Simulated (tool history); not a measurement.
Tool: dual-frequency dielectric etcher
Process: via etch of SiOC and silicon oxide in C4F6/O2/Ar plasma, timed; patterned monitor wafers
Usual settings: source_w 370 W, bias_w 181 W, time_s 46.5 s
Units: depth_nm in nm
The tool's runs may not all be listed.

| run | hour | source_w | bias_w | time_s | read-back reference wafer on the same gauge, depth_nm | depth_nm |
|---|---|---|---|---|---|---|
| 1 | 0.0 | 310 | 181 | 38.0 | 50.2 | 41.8 |
| 2 | 33.3 | 310 | 181 | 38.0 | 50.2 | 41.9 |
| 3 | 51.5 | 310 | 181 | 38.0 | 50.4 | 42.4 |
| 4 | 72.1 | 370 | 181 | 38.5 | 50.3 | 45.2 |
| 5 | 84.6 | 370 | 181 | 38.5 | 50.4 | 45.5 |
| 6 | 107.8 | 370 | 181 | 46.5 | 50.4 | 54.8 |
| 7 | 136.1 | 370 | 181 | 46.5 | 50.4 | 54.8 |
| 8 | 164.8 | 370 | 181 | 46.5 | 50.6 | 54.3 |
| 9 | 179.9 | 370 | 181 | 46.5 | 50.5 | 55.0 |
| 10 | 198.0 | 370 | 172 | 46.5 | 50.7 | 54.0 |
|  | 231.8 | bias power generator calibrated |
| 11 | 236.7 | 370 | 172 | 46.5 | 50.7 | 54.3 |
|  | 239.8 | gauge calibrated |
| 12 | 255.8 | 370 | 201 | 46.5 | 49.2 | 55.6 |
|  | 268.2 | source power generator calibrated |
|  | 308.9 | wet clean of the chamber |
|  | 322.2 | upper electrode replaced |
| 13 | 322.7 | 370 | 181 | 46.5 | 49.3 | 54.0 |
| 14 | 323.0 | 430 | 193 | 56.5 | 49.3 | 69.3 |
| 15 | 323.3 | 440 | 225 | 46.5 | 49.3 | 61.3 |
| 16 | 348.3 | 370 | 204 | 57.5 | 49.4 | 69.1 |
| 17 | 368.7 | 290 | 181 | 41.0 | 49.4 | 43.8 |
| 18 | 381.0 | 390 | 181 | 56.5 | 49.5 | 65.8 |
| 19 | 405.3 | 370 | 181 | 46.5 | 49.6 | 54.1 |
| 20 | 424.0 | 370 | 142 | 46.5 | 49.6 | 50.8 |
| 21 | 466.2 | 280 | 181 | 58.5 | 49.7 | 62.0 |
| 22 | 496.9 | 440 | 181 | 46.5 | 49.7 | 57.5 |
| 23 | 510.8 | 370 | 181 | 46.5 | 49.7 | 54.3 |
| 24 | 536.4 | 430 | 205 | 51.0 | 49.9 | 65.3 |
| 25 | 565.7 | 310 | 181 | 46.5 | 49.8 | 51.3 |

Forecast each of these 5 alternatives for the next run:
| A | 566.1 | 370 | 157 | 46.5 | ? | ? |
| B | 566.1 | 350 | 181 | 46.5 | ? | ? |
| C | 566.1 | 320 | 181 | 46.5 | ? | ? |
| D | 566.1 | 370 | 193 | 57.5 | ? | ? |
| E | 566.1 | 290 | 181 | 46.5 | ? | ? |

| run | read-back reference wafer on the same gauge, depth_nm | depth_nm |
|---|---|---|
| A | 49.9 | 53.2 |
| B | 49.9 | 54.1 |
| C | 49.9 | 52.4 |
| D | 49.9 | 69.4 |
| E | 49.9 | 50.6 |
Without the tool's hidden state the same runs would have given:
| run | depth_nm |
|---|---|
| A | 52.6 |
| B | 53.5 |
| C | 51.8 |
| D | 68.6 |
| E | 50.1 |
